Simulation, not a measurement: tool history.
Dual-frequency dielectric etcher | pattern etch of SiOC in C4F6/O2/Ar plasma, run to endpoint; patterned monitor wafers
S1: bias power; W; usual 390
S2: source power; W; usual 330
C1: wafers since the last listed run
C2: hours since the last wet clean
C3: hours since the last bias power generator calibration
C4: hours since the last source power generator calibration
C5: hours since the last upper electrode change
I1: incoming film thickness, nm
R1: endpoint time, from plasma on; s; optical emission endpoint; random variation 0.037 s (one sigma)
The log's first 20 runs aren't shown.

run 21 hour=588.3 | S1=323 S2=410 | C1=336 C2=116.1 C3=99.2 C4=4762.1 C5=153.7 | I1=32.98 | R1=12
run 22 hour=605.4 | S1=390 S2=330 | C1=270 C2=133.2 C3=116.3 C4=4779.2 C5=170.8 | I1=32.91 | R1=12.2
run 23 hour=629.6 | S1=292 S2=290 | C1=382 C2=157.4 C3=140.5 C4=4803.4 C5=195 | I1=33.17 | R1=13.9
run 24 hour=651.4 | S1=344 S2=260 | C1=344 C2=179.2 C3=162.3 C4=4825.2 C5=216.8 | I1=33.03 | R1=13.8
run 25 hour=667.4 | S1=467 S2=270 | C1=252 C2=195.2 C3=178.3 C4=4841.2 C5=232.8 | I1=32.89 | R1=12.3
-- hour=687 source power generator calibrated
run 26 hour=688.3 | S1=436 S2=330 | C1=267 C2=216.1 C3=199.2 C4=1.3 C5=253.7 | I1=33.27 | R1=11.9
run 27 hour=715.5 | S1=319 S2=400 | C1=429 C2=243.3 C3=226.4 C4=28.5 C5=280.9 | I1=33.03 | R1=11.9
run 28 hour=728.9 | S1=348 S2=280 | C1=211 C2=256.7 C3=239.8 C4=41.9 C5=294.3 | I1=32.92 | R1=13.2
run 29 hour=761.4 | S1=354 S2=370 | C1=513 C2=289.2 C3=272.3 C4=74.4 C5=326.8 | I1=32.92 | R1=11.9

Run 30 comes next. What will it give?
run 30 hour=786.2 | S1=390 S2=330 | C1=391 C2=314 C3=297.1 C4=99.2 C5=351.6 | I1=33.3 | R1=?

{"run 30": {"R1": 12.1}}
Without the tool's hidden state the same run would have given R1 12.6 s.
